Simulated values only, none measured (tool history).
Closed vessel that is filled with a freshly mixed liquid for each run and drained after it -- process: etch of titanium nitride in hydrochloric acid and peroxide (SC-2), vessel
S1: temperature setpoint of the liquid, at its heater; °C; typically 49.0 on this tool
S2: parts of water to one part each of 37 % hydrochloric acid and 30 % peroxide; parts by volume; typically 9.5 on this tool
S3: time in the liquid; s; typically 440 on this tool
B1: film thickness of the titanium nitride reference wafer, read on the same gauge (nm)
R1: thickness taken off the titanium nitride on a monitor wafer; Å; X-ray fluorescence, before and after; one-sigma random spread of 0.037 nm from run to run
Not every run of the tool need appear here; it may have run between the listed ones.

{"run": 1, "day": 0.0, "S1": 49.0, "S2": 9.5, "S3": 440, "B1": 147.78, "R1": 87.4}
{"run": 2, "day": 1.054, "S1": 49.0, "S2": 9.5, "S3": 440, "B1": 147.64, "R1": 87.3}
{"run": 3, "day": 1.942, "S1": 49.0, "S2": 9.5, "S3": 440, "B1": 147.5, "R1": 86.7}
{"run": 4, "day": 2.867, "S1": 49.0, "S2": 9.5, "S3": 440, "B1": 147.39, "R1": 86.3}
{"run": 5, "day": 3.85, "S1": 49.0, "S2": 9.5, "S3": 440, "B1": 147.27, "R1": 86.6}
{"run": 6, "day": 4.458, "S1": 49.0, "S2": 9.5, "S3": 440, "B1": 147.13, "R1": 86.7}
{"run": 7, "day": 5.775, "S1": 49.0, "S2": 9.5, "S3": 440, "B1": 146.96, "R1": 86.2}
{"run": 8, "day": 6.646, "S1": 49.0, "S2": 9.5, "S3": 440, "B1": 146.81, "R1": 86.1}
{"run": 9, "day": 10.029, "S1": 49.0, "S2": 9.5, "S3": 440, "B1": 149.62, "R1": 88.5}
{"run": 10, "day": 12.012, "S1": 41.0, "S2": 7.5, "S3": 180, "B1": 149.34, "R1": 25.1}
{"run": 11, "day": 12.846, "S1": 40.5, "S2": 8.0, "S3": 620, "B1": 149.2, "R1": 78.3}
{"run": 12, "day": 13.95, "S1": 49.0, "S2": 9.5, "S3": 265, "B1": 149.05, "R1": 52.9}
{"run": 13, "day": 14.812, "S1": 49.0, "S2": 9.5, "S3": 440, "B1": 148.92, "R1": 87.5}
{"run": 14, "day": 17.288, "S1": 56.5, "S2": 6.5, "S3": 255, "B1": 148.55, "R1": 111.4}
{"run": 15, "day": 18.729, "S1": 43.0, "S2": 9.5, "S3": 555, "B1": 148.38, "R1": 72.7}
{"run": 16, "day": 19.896, "S1": 45.0, "S2": 12.5, "S3": 440, "B1": 148.21, "R1": 52.3}
{"run": 17, "day": 20.675, "S1": 49.0, "S2": 9.5, "S3": 440, "B1": 148.04, "R1": 86.9}
{"run": 18, "day": 21.425, "S1": 52.0, "S2": 11.0, "S3": 440, "B1": 147.95, "R1": 94.1}
{"run": 19, "day": 22.796, "S1": 49.0, "S2": 5.5, "S3": 525, "B1": 147.78, "R1": 159.3}

Put back what was entered between runs (4 entries, withheld): which listed runs does each sit between, and how does the hidden state differ from the listed run before to the listed run after?
Run 8 -> run 9: gauge calibrated (day 7.612); thermometer replaced (day 9.900)
  gauge reads high (%): -2.11 -> -0.258
  measured result minus the result with no hidden state, R1: -1.8 -> -0.3 Å
Run 10 -> run 11: new drum of peroxide connected (day 12.367)
  gauge reads high (%): -0.449 -> -0.529
  measured result minus the result with no hidden state, R1: -0.1 -> -0.5 Å
Run 11 -> run 12: chemicals flow meter replaced (day 12.946)
  gauge reads high (%): -0.529 -> -0.635
  measured result minus the result with no hidden state, R1: -0.5 -> -0.4 Å
